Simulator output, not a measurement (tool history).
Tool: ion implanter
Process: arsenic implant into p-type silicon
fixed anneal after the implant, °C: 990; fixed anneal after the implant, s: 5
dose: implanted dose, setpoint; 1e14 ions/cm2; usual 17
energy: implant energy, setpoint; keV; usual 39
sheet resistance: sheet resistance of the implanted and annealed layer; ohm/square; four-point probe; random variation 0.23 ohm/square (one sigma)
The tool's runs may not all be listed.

run    hour   dose  energy  read-back reference wafer on the same gauge, sheet resistance  sheet resistance
  1       0     17      35                                                          94.66             91.31
  2      62     17      35                                                           94.8             91.85
  3   102.8     17      39                                                          94.72             87.26
  4   184.8     17      39                                                          94.75              86.9
  5   229.4  13.43      39                                                          94.63             95.39
  6   293.8  13.43      39                                                          94.73             94.97
  7   359.8     17    44.5                                                          94.71             82.11
  8   431.7     17    44.5                                                          94.76             82.41
  9   470.6     17    44.5                                                          94.71                83
 10   563.5     17      39                                                          94.69             87.27
 11   628.1     17      39                                                          94.68             87.04
      683.9  -- Faraday cup replaced and dose calibrated
 12   783.6     17      39                                                          94.67             87.29
 13   857.5     17      42                                                          94.79             84.32
 14   914.1     17      42                                                          94.59             84.41
       1185  -- extraction supply calibrated
 15  1185.5     17      42                                                          94.65             84.24
 16  1278.9     17      39                                                          94.74             86.96
     1294.3  -- gauge calibrated
 17  1533.8  15.36      39                                                          94.75             90.04
     1622.4  -- Faraday cup replaced and dose calibrated
 18  1842.5     17      35                                                          94.71             91.52
 19  1922.8  14.69      49                                                           94.7             84.04
 20  1999.1  13.94    52.5                                                          94.71             84.25
 21  2036.3  15.44      39                                                          94.74             90.12
 22  2095.2  11.93      39                                                          94.59            100.35
 23  2172.2  14.35      39                                                          94.73             92.96
 24    2270  12.34      26                                                          94.68            114.89
 25  2324.7   12.5    31.5                                                          94.62            106.58
 26  2366.9  21.42      49                                                          94.67             73.66
 27  2465.1  18.53    26.5                                                           94.7            103.12
 28  2520.4     17      39                                                          94.75                87
     2585.3  -- Faraday cup replaced and dose calibrated
 29  2622.6  18.53    26.5                                                          94.72            102.93
 30  2709.3     17      39                                                          94.66             87.67
 31  2780.1     17      52                                                          94.78             77.99
 32  2828.2     17      39                                                          94.67             87.25
 33  2888.4  15.44      39                                                          94.75             90.34
 34    2985     17      48                                                           94.7             79.87
 35  3078.1  13.94      39                                                          94.72             93.63

Forecast each of these 5 alternatives for the next run:
  A  3078.5     17      39                                                              ?                 ?
  B  3078.5  18.92      39                                                              ?                 ?
  C  3078.5  12.48      29                                                              ?                 ?
  D  3078.5  13.45    52.5                                                              ?                 ?
  E  3078.5  21.42      28                                                              ?                 ?

run  read-back reference wafer on the same gauge, sheet resistance  sheet resistance
  A                                                          94.69             87.29
  B                                                          94.69             84.66
  C                                                          94.69            110.02
  D                                                          94.69             85.76
  E                                                          94.69             97.69
Without the tool's hidden state the same runs would have given:
run  sheet resistance
  A             87.29
  B             84.66
  C            110.02
  D             85.76
  E             97.69
